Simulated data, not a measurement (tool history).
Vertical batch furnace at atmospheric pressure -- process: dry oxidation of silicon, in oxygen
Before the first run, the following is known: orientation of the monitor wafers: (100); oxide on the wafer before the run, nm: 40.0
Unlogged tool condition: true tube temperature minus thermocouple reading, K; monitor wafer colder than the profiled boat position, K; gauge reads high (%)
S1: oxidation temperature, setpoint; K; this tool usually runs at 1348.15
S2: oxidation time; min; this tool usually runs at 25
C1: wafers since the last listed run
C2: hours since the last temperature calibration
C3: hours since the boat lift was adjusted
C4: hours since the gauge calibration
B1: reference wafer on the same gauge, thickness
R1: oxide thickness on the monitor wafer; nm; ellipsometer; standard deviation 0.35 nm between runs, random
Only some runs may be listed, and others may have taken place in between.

run,hour,S1,S2,C1,C2,C3,C4,B1,R1
1,0,1333.15,25,0,831.3,2644.7,1941.5,61.58,67.32
2,59.6,1348.15,25,853,890.9,2704.3,2001.1,61.65,72.21
3,96.9,1348.15,25,534,928.2,2741.6,2038.4,61.65,73.51
4,138.2,1348.15,25,591,969.5,2782.9,2079.7,61.45,72.57
5,168.3,1348.15,25,431,999.6,2813,2109.8,61.43,72.48
6,221.8,1348.15,25,766,1053.1,2866.5,2163.3,61.55,72.25
7,276.4,1348.15,32.5,781,1107.7,2921.1,2217.9,61.52,81.48
8,318.1,1348.15,32.5,597,1149.4,2962.8,2259.6,61.42,81.36
9,379.8,1348.15,32.5,883,1211.1,3024.5,2321.3,61.49,81.95
10,434.6,1348.15,25,784,1265.9,3079.3,2376.1,61.48,72.64
11,475,1348.15,25,578,1306.3,3119.7,2416.5,61.53,72.89
12,540.1,1348.15,25,932,1371.4,3184.8,2481.6,61.58,72.42
13,601.8,1348.15,25,883,1433.1,3246.5,2543.3,61.56,73
14,653.5,1348.15,25,740,1484.8,3298.2,2595,61.56,73.18
15,684.4,1348.15,25,442,1515.7,3329.1,2625.9,61.62,73.12
16,715.9,1353.15,25,451,1547.2,3360.6,2657.4,61.4,74.63
17,779.5,1340.15,36,910,1610.8,3424.2,2721,61.49,81.19
# hour 854.2: boat lift adjusted
18,854.7,1335.15,25,733,1686,0.5,2796.2,61.52,69.17
# hour 902.8: gauge calibrated
19,915.8,1348.15,25,874,1747.1,61.6,13,61.48,73
20,985,1324.15,25,990,1816.3,130.8,82.2,61.51,65.26
21,1031,1348.15,35,658,1862.3,176.8,128.2,61.56,84.27
22,1095,1348.15,25,916,1926.3,240.8,192.2,61.46,73.26
23,1157.1,1371.15,16,889,1988.4,302.9,254.3,61.39,68.43
24,1197.7,1348.15,15,581,2029,343.5,294.9,61.37,61.16
# hour 1277.4: thermocouples replaced and temperature profile calibrated
25,1317.4,1348.15,25,1370,40,463.2,414.6,61.48,70.85
26,1381.7,1361.15,16,920,104.3,527.5,478.9,61.38,64.43
27,1415.2,1338.15,19.5,479,137.8,561,512.4,61.44,62.3
28,1457.2,1348.15,34.5,601,179.8,603,554.4,61.61,81.02
29,1496.3,1348.15,16.5,559,218.9,642.1,593.5,61.41,61.88
30,1565.4,1348.15,29.5,989,288,711.2,662.6,61.45,76.37
31,1614.4,1366.15,14,701,337,760.2,711.6,61.43,62.96
32,1647.1,1361.15,34,468,369.7,792.9,744.3,61.48,87.88
33,1684.9,1372.15,33,541,407.5,830.7,782.1,61.51,91.43
34,1735.7,1356.15,19.5,727,458.3,881.5,832.9,61.53,68.04
35,1798.2,1348.15,25,894,520.8,944,895.4,61.4,72.06

What does the tool deliver on the next run?
36,1832.4,1338.15,34.5,489,555,978.2,929.6,?,?

Run 36 came out at B1 61.46, R1 78.83 nm.
Were there no unlogged condition in the tool, this run, its random variation unchanged, would have produced R1 77.48 nm.

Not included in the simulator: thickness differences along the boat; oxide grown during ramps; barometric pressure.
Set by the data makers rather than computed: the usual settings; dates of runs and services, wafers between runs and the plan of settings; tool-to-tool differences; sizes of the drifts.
